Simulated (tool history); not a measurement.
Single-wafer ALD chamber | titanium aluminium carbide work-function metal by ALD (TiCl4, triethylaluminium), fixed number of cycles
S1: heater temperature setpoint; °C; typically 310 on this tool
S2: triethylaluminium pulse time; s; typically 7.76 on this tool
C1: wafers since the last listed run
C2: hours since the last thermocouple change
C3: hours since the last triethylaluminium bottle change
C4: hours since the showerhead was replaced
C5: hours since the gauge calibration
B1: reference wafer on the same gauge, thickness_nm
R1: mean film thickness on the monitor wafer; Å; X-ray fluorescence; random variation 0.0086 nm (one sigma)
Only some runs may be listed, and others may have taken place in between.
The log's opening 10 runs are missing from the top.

run   hour   S1     S2   C1      C2     C3      C4     C5     B1     R1
 11  153.6  310   7.76  173  1873.7  459.7  4481.5    143  1.807  20.48
 12  169.5  310   7.76  207  1889.6  475.6  4497.4  158.9  1.809  20.55
 13  184.4  310   6.82  194  1904.5  490.5  4512.3  173.8   1.81  19.39
     206.6  -- thermocouple changed; heater temperature recalibrated
 14  207.1  310   6.82  191     0.5  513.2    4535  196.5  1.808  19.28
 15  207.4  310   6.82    3     0.8  513.5  4535.3  196.8   1.81  19.26
 16  220.5  320   9.19  170    13.9  526.6  4548.4  209.9  1.812  21.84
 17  228.1  310   7.76   99    21.5  534.2    4556  217.5  1.809  20.32
 18  244.6  310   7.76  215      38  550.7  4572.5    234  1.809  20.17
 19  259.8  310   7.76  198    53.2  565.9  4587.7  249.2  1.808  20.21
     272.4  -- showerhead replaced
 20  274.2  314    9.8   83    67.6  580.3     1.8  263.6  1.811  21.53
     282.9  -- gauge calibrated
 21  291.4  318   4.79  224    84.8  597.5      19    8.5  1.809  15.54
       302  -- triethylaluminium bottle replaced
 22  303.8  316  10.41   57    97.2    1.8    31.4   20.9  1.809  22.19
 23  318.4  310   6.82  190   111.8   16.4      46   35.5  1.811  19.88
 24  325.7  319   7.76   95   119.1   23.7    53.3   42.8  1.808  21.27
 25  334.6  297   6.05  116     128   32.6    62.2   51.7  1.812  17.92
 26  355.5  310   7.76  272   148.9   53.5    83.1   72.6  1.812  20.91
 27  368.1  322   7.76  164   161.5   66.1    95.7   85.2  1.813  21.84
 28  379.7  310   7.76  151   173.1   77.7   107.3   96.8  1.812  20.78
 29    392  310  10.74  160   185.4     90   119.6  109.1  1.813  22.02
 30  399.6  302   5.78   99     193   97.6   127.2  116.7   1.81   17.8
 31  413.1  310   6.48  176   206.5  111.1   140.7  130.2  1.809  19.47
 32  425.1  320   9.19  156   218.5  123.1   152.7  142.2  1.809  22.36

Alternative continuations, all from the tool just after run 32; predict every row:
  A  425.5  310  7.76   5  218.9  123.5  153.1  142.6   ?   ?
  B  425.5  306  6.27   5  218.9  123.5  153.1  142.6   ?   ?
  C  425.5  298  9.58   5  218.9  123.5  153.1  142.6   ?   ?
  D  425.5  310  5.36   5  218.9  123.5  153.1  142.6   ?   ?
  E  425.5  298  9.21   5  218.9  123.5  153.1  142.6   ?   ?

run     B1     R1
  A  1.808  20.71
  B  1.808  18.84
  C  1.808  20.62
  D  1.808  17.52
  E  1.808  20.49
Had the tool no hidden state, the same runs would have come out as:
run     R1
  A  20.81
  B  18.98
  C  20.67
  D  17.69
  E  20.55
